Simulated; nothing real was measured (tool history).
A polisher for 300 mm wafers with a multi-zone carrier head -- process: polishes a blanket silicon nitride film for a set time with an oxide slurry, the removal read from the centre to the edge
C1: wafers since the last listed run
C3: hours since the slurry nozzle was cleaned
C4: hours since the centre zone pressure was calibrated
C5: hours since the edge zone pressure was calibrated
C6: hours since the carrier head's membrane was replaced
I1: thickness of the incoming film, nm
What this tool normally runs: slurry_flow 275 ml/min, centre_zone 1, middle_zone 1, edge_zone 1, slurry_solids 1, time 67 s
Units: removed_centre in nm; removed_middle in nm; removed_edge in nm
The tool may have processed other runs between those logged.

run 1 day=0 | slurry_flow=275 centre_zone=1 middle_zone=0.97 edge_zone=1 slurry_solids=1 time=67 | C1=0 wafers_polished_on_this_pad=3 C3=539 C4=674.2 C5=826.6 C6=1130.7 | I1=330.3 | removed_centre=30.9 removed_middle=30 removed_edge=30.6
run 2 day=0.55 | slurry_flow=275 centre_zone=1 middle_zone=1 edge_zone=1 slurry_solids=1 time=67 | C1=95 wafers_polished_on_this_pad=99 C3=552.2 C4=687.4 C5=839.8 C6=1143.9 | I1=330.5 | removed_centre=30.7 removed_middle=30.3 removed_edge=30.9
run 3 day=0.946 | slurry_flow=275 centre_zone=1 middle_zone=1 edge_zone=1 slurry_solids=1 time=67 | C1=68 wafers_polished_on_this_pad=167 C3=561.7 C4=696.9 C5=849.3 C6=1153.4 | I1=326.3 | removed_centre=30.6 removed_middle=30.2 removed_edge=31
run 4 day=2.208 | slurry_flow=275 centre_zone=1 middle_zone=1 edge_zone=1 slurry_solids=1 time=62 | C1=218 wafers_polished_on_this_pad=386 C3=592 C4=727.2 C5=879.6 C6=1183.7 | I1=332.2 | removed_centre=28.4 removed_middle=28.6 removed_edge=28.6
run 5 day=2.875 | slurry_flow=275 centre_zone=1.06 middle_zone=1 edge_zone=1 slurry_solids=1 time=67 | C1=115 wafers_polished_on_this_pad=502 C3=608 C4=743.2 C5=895.6 C6=1199.7 | I1=328.5 | removed_centre=32.5 removed_middle=31.1 removed_edge=30.7
run 6 day=3.158 | slurry_flow=275 centre_zone=0.92 middle_zone=1 edge_zone=1 slurry_solids=1.2 time=67 | C1=49 wafers_polished_on_this_pad=551 C3=614.8 C4=750 C5=902.4 C6=1206.5 | I1=326.8 | removed_centre=30.3 removed_middle=33 removed_edge=33.6
run 7 day=3.442 | slurry_flow=275 centre_zone=0.92 middle_zone=1 edge_zone=1 slurry_solids=1.2 time=67 | C1=49 wafers_polished_on_this_pad=600 C3=621.6 C4=756.8 C5=909.2 C6=1213.3 | I1=327.2 | removed_centre=30.9 removed_middle=33.4 removed_edge=34.3
-- day=3.792 centre zone pressure recalibrated
run 8 day=3.812 | slurry_flow=275 centre_zone=1 middle_zone=0.93 edge_zone=1.05 slurry_solids=1.3 time=67 | C1=49 wafers_polished_on_this_pad=650 C3=630.5 C4=0.5 C5=918.1 C6=1222.2 | I1=328.4 | removed_centre=34.4 removed_middle=33.1 removed_edge=36
run 9 day=4.021 | slurry_flow=275 centre_zone=1 middle_zone=1 edge_zone=1 slurry_solids=1 time=67 | C1=36 wafers_polished_on_this_pad=686 C3=635.5 C4=5.5 C5=923.1 C6=1227.2 | I1=329.3 | removed_centre=29.9 removed_middle=29.5 removed_edge=30.8
-- day=4.721 carrier head's membrane replaced by a new one
-- day=4.758 worn pad replaced by a new one
run 10 day=4.779 | slurry_flow=275 centre_zone=1 middle_zone=1 edge_zone=1 slurry_solids=1 time=67 | C1=88 wafers_polished_on_this_pad=3 C3=653.7 C4=23.7 C5=941.3 C6=1.4 | I1=327.1 | removed_centre=29.6 removed_middle=30.1 removed_edge=30.5
run 11 day=4.967 | slurry_flow=275 centre_zone=1 middle_zone=1 edge_zone=1 slurry_solids=1.15 time=67 | C1=32 wafers_polished_on_this_pad=36 C3=658.2 C4=28.2 C5=945.8 C6=5.9 | I1=334 | removed_centre=32.2 removed_middle=32.5 removed_edge=32.5
run 12 day=5.433 | slurry_flow=330 centre_zone=1 middle_zone=1.1 edge_zone=0.9 slurry_solids=0.85 time=67 | C1=80 wafers_polished_on_this_pad=116 C3=669.4 C4=39.4 C5=957 C6=17.1 | I1=329.5 | removed_centre=28.3 removed_middle=29.5 removed_edge=26.4
-- day=6.225 edge zone pressure recalibrated
run 13 day=6.246 | slurry_flow=195 centre_zone=1 middle_zone=1 edge_zone=1 slurry_solids=0.8 time=74 | C1=126 wafers_polished_on_this_pad=243 C3=688.9 C4=58.9 C5=0.5 C6=36.6 | I1=334.1 | removed_centre=26 removed_middle=26.2 removed_edge=27.5
run 14 day=6.796 | slurry_flow=345 centre_zone=1 middle_zone=1 edge_zone=0.93 slurry_solids=1.25 time=53 | C1=95 wafers_polished_on_this_pad=338 C3=702.1 C4=72.1 C5=13.7 C6=49.8 | I1=328.6 | removed_centre=28.3 removed_middle=27.5 removed_edge=26.9
run 15 day=7.062 | slurry_flow=370 centre_zone=1 middle_zone=1.06 edge_zone=1.08 slurry_solids=1 time=46 | C1=46 wafers_polished_on_this_pad=385 C3=708.5 C4=78.5 C5=20.1 C6=56.2 | I1=334.3 | removed_centre=21.5 removed_middle=22.5 removed_edge=21.9
run 16 day=7.538 | slurry_flow=275 centre_zone=1 middle_zone=0.93 edge_zone=1.05 slurry_solids=1.3 time=67 | C1=82 wafers_polished_on_this_pad=467 C3=719.9 C4=89.9 C5=31.5 C6=67.6 | I1=330.1 | removed_centre=33.5 removed_middle=31.1 removed_edge=35.7
-- day=8.217 slurry nozzle cleaned
run 17 day=8.75 | slurry_flow=190 centre_zone=0.9 middle_zone=1 edge_zone=0.94 slurry_solids=1 time=50 | C1=203 wafers_polished_on_this_pad=670 C3=12.8 C4=119 C5=60.6 C6=96.7 | I1=331.5 | removed_centre=20 removed_middle=22 removed_edge=22
run 18 day=9.004 | slurry_flow=275 centre_zone=1 middle_zone=0.97 edge_zone=1 slurry_solids=0.8 time=67 | C1=44 wafers_polished_on_this_pad=714 C3=18.9 C4=125.1 C5=66.7 C6=102.8 | I1=325.7 | removed_centre=27.7 removed_middle=26.3 removed_edge=27.1
-- day=9.567 worn pad replaced by a new one
run 19 day=9.712 | slurry_flow=275 centre_zone=1 middle_zone=1 edge_zone=1 slurry_solids=1 time=67 | C1=93 wafers_polished_on_this_pad=25 C3=35.9 C4=142.1 C5=83.7 C6=119.8 | I1=329.2 | removed_centre=32 removed_middle=30.8 removed_edge=31.6
run 20 day=10.104 | slurry_flow=370 centre_zone=0.9 middle_zone=1 edge_zone=0.92 slurry_solids=1 time=51 | C1=67 wafers_polished_on_this_pad=93 C3=45.3 C4=151.5 C5=93.1 C6=129.2 | I1=334 | removed_centre=22.8 removed_middle=24.6 removed_edge=23.9
run 21 day=10.762 | slurry_flow=275 centre_zone=1 middle_zone=1 edge_zone=1 slurry_solids=1 time=67 | C1=114 wafers_polished_on_this_pad=207 C3=61.1 C4=167.3 C5=108.9 C6=145 | I1=325.9 | removed_centre=32.2 removed_middle=30.7 removed_edge=31.7
run 22 day=11.292 | slurry_flow=275 centre_zone=1 middle_zone=1.05 edge_zone=0.97 slurry_solids=0.8 time=67 | C1=91 wafers_polished_on_this_pad=299 C3=73.8 C4=180 C5=121.6 C6=157.7 | I1=331.7 | removed_centre=27.1 removed_middle=29 removed_edge=26.9

Forecast each of these 4 alternatives for the next run:
run A day=11.308 | slurry_flow=190 centre_zone=1 middle_zone=1 edge_zone=1 slurry_solids=1 time=67 | C1=2 wafers_polished_on_this_pad=301 C3=74.2 C4=180.4 C5=122 C6=158.1 | I1=335.2 | removed_centre=? removed_middle=? removed_edge=?
run B day=11.308 | slurry_flow=275 centre_zone=1 middle_zone=0.95 edge_zone=1.08 slurry_solids=1 time=67 | C1=2 wafers_polished_on_this_pad=301 C3=74.2 C4=180.4 C5=122 C6=158.1 | I1=335.2 | removed_centre=? removed_middle=? removed_edge=?
run C day=11.308 | slurry_flow=275 centre_zone=1 middle_zone=1.07 edge_zone=1.12 slurry_solids=1 time=67 | C1=2 wafers_polished_on_this_pad=301 C3=74.2 C4=180.4 C5=122 C6=158.1 | I1=335.2 | removed_centre=? removed_middle=? removed_edge=?
run D day=11.308 | slurry_flow=230 centre_zone=1 middle_zone=1.11 edge_zone=1 slurry_solids=1.1 time=67 | C1=2 wafers_polished_on_this_pad=301 C3=74.2 C4=180.4 C5=122 C6=158.1 | I1=335.2 | removed_centre=? removed_middle=? removed_edge=?

run=A removed_centre=29.8 removed_middle=29.9 removed_edge=30.8
run=B removed_centre=31.7 removed_middle=30.3 removed_edge=33.4
run=C removed_centre=31.7 removed_middle=33.5 removed_edge=34
run=D removed_centre=32.6 removed_middle=35.5 removed_edge=33.2
Without the tool's unlogged condition, the same runs would have read:
run=A removed_centre=30 removed_middle=30.1 removed_edge=31
run=B removed_centre=31.9 removed_middle=30.4 removed_edge=33.5
run=C removed_centre=31.9 removed_middle=33.6 removed_edge=34.1
run=D removed_centre=32.8 removed_middle=35.7 removed_edge=33.4
